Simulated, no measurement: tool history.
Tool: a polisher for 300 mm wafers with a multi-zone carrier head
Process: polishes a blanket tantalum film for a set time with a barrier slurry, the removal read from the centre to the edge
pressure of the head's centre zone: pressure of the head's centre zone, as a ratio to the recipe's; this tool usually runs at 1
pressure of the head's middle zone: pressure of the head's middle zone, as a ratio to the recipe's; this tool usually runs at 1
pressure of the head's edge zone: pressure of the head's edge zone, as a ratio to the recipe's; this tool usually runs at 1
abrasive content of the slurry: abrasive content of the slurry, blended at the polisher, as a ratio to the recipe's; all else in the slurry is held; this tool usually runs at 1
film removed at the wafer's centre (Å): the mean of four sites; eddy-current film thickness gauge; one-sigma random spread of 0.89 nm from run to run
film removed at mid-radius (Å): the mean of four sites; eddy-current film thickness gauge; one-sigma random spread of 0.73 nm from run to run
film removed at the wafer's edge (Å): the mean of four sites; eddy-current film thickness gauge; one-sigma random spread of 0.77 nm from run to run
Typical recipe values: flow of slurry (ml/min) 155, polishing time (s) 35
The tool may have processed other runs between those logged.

run   hour  flow of slurry (ml/min)  pressure of the head's centre zone  pressure of the head's middle zone  pressure of the head's edge zone  abrasive content of the slurry  polishing time (s)  wafers since the last listed run  wafers polished on this pad  hours since the slurry nozzle was cleaned  hours since the centre zone pressure was calibrated  hours since the edge zone pressure was calibrated  hours since the carrier head's membrane was replaced  incoming thickness of the incoming film, nm  film removed at the wafer's centre (Å)  film removed at mid-radius (Å)  film removed at the wafer's edge (Å)
  1      0                      155                                   1                                   1                                 1                               1                  35                                 0                          153                                        643                                                111.3                                              163.3                                                  1188                                        428.1                                     719                             725                                   744
  2   30.7                      155                                   1                                   1                              1.06                             1.3                  27                               241                          395                                      673.7                                                  142                                                194                                                1218.7                                        431.8                                     589                             602                                   627
      38.4  -- carrier head's membrane replaced by a new one
  3   45.6                      155                                   1                                   1                                 1                               1                  35                                77                          473                                      688.6                                                156.9                                              208.9                                                   7.2                                        437.3                                     716                             728                                   724
  4   76.5                      155                                   1                                1.05                              0.89                             0.9                  35                               243                          716                                      719.5                                                187.8                                              239.8                                                  38.1                                        428.5                                     674                             715                                   662
  5   89.9                      155                                   1                                1.08                                 1                               1                  35                               105                          822                                      732.9                                                201.2                                              253.2                                                  51.5                                        429.4                                     708                             758                                   725
  6    119                      155                                   1                                   1                                 1                               1                  35                               229                         1051                                        762                                                230.3                                              282.3                                                  80.6                                        433.5                                     709                             709                                   729
     135.5  -- slurry nozzle cleaned
  7  149.4                      110                                   1                                   1                                 1                               1                  39                               231                         1282                                       13.9                                                260.7                                              312.7                                                   111                                        432.7                                     771                             808                                   804
  8  181.2                      110                                1.07                                   1                                 1                               1                  35                               250                         1532                                       45.7                                                292.5                                              344.5                                                 142.8                                        430.2                                     747                             710                                   734
  9  200.2                      140                                 1.1                                1.05                              1.06                               1                  35                               149                         1682                                       64.7                                                311.5                                              363.5                                                 161.8                                        431.2                                     826                             775                                   768
 10  224.6                      155                                   1                                   1                                 1                               1                  35                               192                         1874                                       89.1                                                335.9                                              387.9                                                 186.2                                        431.5                                     754                             750                                   742
       242  -- worn pad replaced by a new one
 11  242.5                      155                                   1                                0.93                                 1                            1.25                  35                               109                            3                                        107                                                353.8                                              405.8                                                 204.1                                          432                                     797                             761                                   802
 12  260.1                      155                                   1                                   1                              0.93                            1.15                  35                               138                          142                                      124.6                                                371.4                                              423.4                                                 221.7                                        433.6                                     771                             791                                   750
 13  291.1                      155                                   1                                   1                                 1                             1.3                  35                               244                          386                                      155.6                                                402.4                                              454.4                                                 252.7                                        430.5                                     805                             796                                   801
 14  303.6                      155                                   1                                   1                                 1                               1                  35                                98                          484                                      168.1                                                414.9                                              466.9                                                 265.2                                        435.2                                     737                             753                                   740
 15  399.5                      155                                   1                                 1.1                              0.95                             0.8                  38                               755                         1239                                        264                                                510.8                                              562.8                                                 361.1                                        425.8                                     751                             800                                   717
 16  427.6                      155                                   1                                0.96                                 1                               1                  41                               221                         1461                                      292.1                                                538.9                                              590.9                                                 389.2                                        437.8                                     888                             847                                   872
 17  458.3                      155                                   1                                   1                                 1                               1                  38                               241                         1702                                      322.8                                                569.6                                              621.6                                                 419.9                                        424.4                                     796                             807                                   818
     469.3  -- worn pad replaced by a new one
 18  478.7                      155                                   1                                   1                                 1                               1                  35                               129                           74                                      343.2                                                  590                                                642                                                 440.3                                        425.6                                     737                             736                                   738
 19  495.3                      155                                1.05                                0.92                              1.11                               1                  35                               130                          205                                      359.8                                                606.6                                              658.6                                                 456.9                                        430.9                                     782                             696                                   786
 20  518.4                      185                                   1                                1.12                               0.9                               1                  35                               181                          386                                      382.9                                                629.7                                              681.7                                                   480                                        428.8                                     763                             854                                   709
 21  554.4                      120                                   1                                1.09                              0.93                               1                  45                               283                          670                                      418.9                                                665.7                                              717.7                                                   516                                        434.6                                     887                             961                                   887
 22  568.9                      155                                   1                                   1                                 1                               1                  35                               114                          784                                      433.4                                                680.2                                              732.2                                                 530.5                                        435.4                                     719                             747                                   743
 23  585.6                      155                                   1                                   1                               1.1                             0.9                  35                               131                          916                                      450.1                                                696.9                                              748.9                                                 547.2                                        427.5                                     692                             713                                   738

Hidden state or all else? Some run-to-run changes of film removed at the wafer's centre (Å), split into what the settings, what came in and random variation would give without the hidden state, and what is left for the hidden state (with any gauge scatter that isn't in both results):
Hidden conditions of the tool in this case: removal rate lost through wear of the pad, %; slurry flow missing at the pad, %; deviation of the centre zone's pressure from its setpoint, %; deviation of the edge zone's pressure from its setpoint, %.
Run 6 -> 7: flow of slurry (ml/min) 155 -> 110, polishing time (s) 35 -> 39, slurry nozzle cleaned. film removed at the wafer's centre (Å) +62: hidden state +46, all else +16.
Run 15 -> 16: pressure of the head's middle zone 1.1 -> 0.96, pressure of the head's edge zone 0.95 -> 1, abrasive content of the slurry 0.8 -> 1, polishing time (s) 38 -> 41. film removed at the wafer's centre (Å) +137: hidden state -6, all else +143.
Run 20 -> 21: flow of slurry (ml/min) 185 -> 120, pressure of the head's middle zone 1.12 -> 1.09, pressure of the head's edge zone 0.9 -> 0.93, polishing time (s) 35 -> 45. film removed at the wafer's centre (Å) +124: hidden state -20, all else +144.
Run 21 -> 22: flow of slurry (ml/min) 120 -> 155, pressure of the head's middle zone 1.09 -> 1, pressure of the head's edge zone 0.93 -> 1, polishing time (s) 45 -> 35. film removed at the wafer's centre (Å) -168: hidden state +14, all else -182.

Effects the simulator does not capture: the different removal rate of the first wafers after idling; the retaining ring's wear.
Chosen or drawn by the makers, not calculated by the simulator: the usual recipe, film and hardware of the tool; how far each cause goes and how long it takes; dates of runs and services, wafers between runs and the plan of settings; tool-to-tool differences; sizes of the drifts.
